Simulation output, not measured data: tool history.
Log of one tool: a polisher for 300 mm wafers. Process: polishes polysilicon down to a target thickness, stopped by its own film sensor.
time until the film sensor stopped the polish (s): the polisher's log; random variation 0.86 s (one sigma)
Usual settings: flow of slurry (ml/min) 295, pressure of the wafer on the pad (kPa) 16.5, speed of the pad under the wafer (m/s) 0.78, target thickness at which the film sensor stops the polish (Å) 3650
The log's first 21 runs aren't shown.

run	hour	flow of slurry (ml/min)	pressure of the wafer on the pad (kPa)	speed of the pad under the wafer (m/s)	target thickness at which the film sensor stops the polish (Å)	wafers since the last listed run	wafers polished on this pad	hours since the slurry nozzle was cleaned	hours since the head pressure was calibrated	incoming thickness of the incoming film, nm	time until the film sensor stopped the polish (s)
22	1086.8	205	16.5	0.78	3650	723	2522	94.6	236.4	675.5	62.8
23	1157.5	295	16.5	0.78	4680	798	3321	165.3	307.1	665.4	38.5
24	1192.5	295	18.6	0.58	3650	395	3716	200.3	342.1	681.3	68.4
# hour 1231.4: worn pad replaced by a new one, of another model than before
25	1231.9	295	19.3	0.94	3230	399	6	239.7	381.5	690.6	59.3
26	1415.8	210	18.6	0.94	2740	2076	2082	423.6	565.4	676.4	72.6
# hour 1460: slurry nozzle cleaned
27	1473.2	295	16.5	0.78	3650	636	2719	13.2	622.8	679.2	58.4
28	1506.7	190	13.8	0.68	3650	378	3097	46.7	656.3	670.8	77.4
29	1546.4	295	16.5	0.78	3650	448	3545	86.4	696	671	56.4
30	1579.4	295	16.5	0.78	3650	372	3918	119.4	729	689.9	61.1
# hour 1607.6: worn pad replaced by a new one
31	1618.6	210	16.5	0.52	4640	397	124	158.6	768.2	679	52
32	1685.9	295	16.5	0.78	4040	759	883	225.9	835.5	671.9	50.3
33	1751.7	295	18.6	0.54	3650	742	1626	291.7	901.3	676.2	63.7
34	1775.8	295	16.5	0.78	3650	272	1899	315.8	925.4	677.1	56.6
35	1807.5	295	16.5	0.78	3650	357	2256	347.5	957.1	681.4	59.3
36	1871.5	220	16.5	0.78	3650	722	2979	411.5	1021.1	674.8	62.2

Forecast each of these 4 alternatives for the next run:
A	1871.9	295	16.5	0.78	3020	4	2984	411.9	1021.5	682.3	?
B	1871.9	195	21.4	0.86	4560	4	2984	411.9	1021.5	682.3	?
C	1871.9	195	20.7	0.66	3650	4	2984	411.9	1021.5	682.3	?
D	1871.9	295	16.5	0.92	4050	4	2984	411.9	1021.5	682.3	?

run	time until the film sensor stopped the polish (s)
A	70
B	41.3
C	66.4
D	47.1
Without the tool's hidden state the same runs would have given:
run	time until the film sensor stopped the polish (s)
A	71.6
B	42.3
C	68
D	48.2
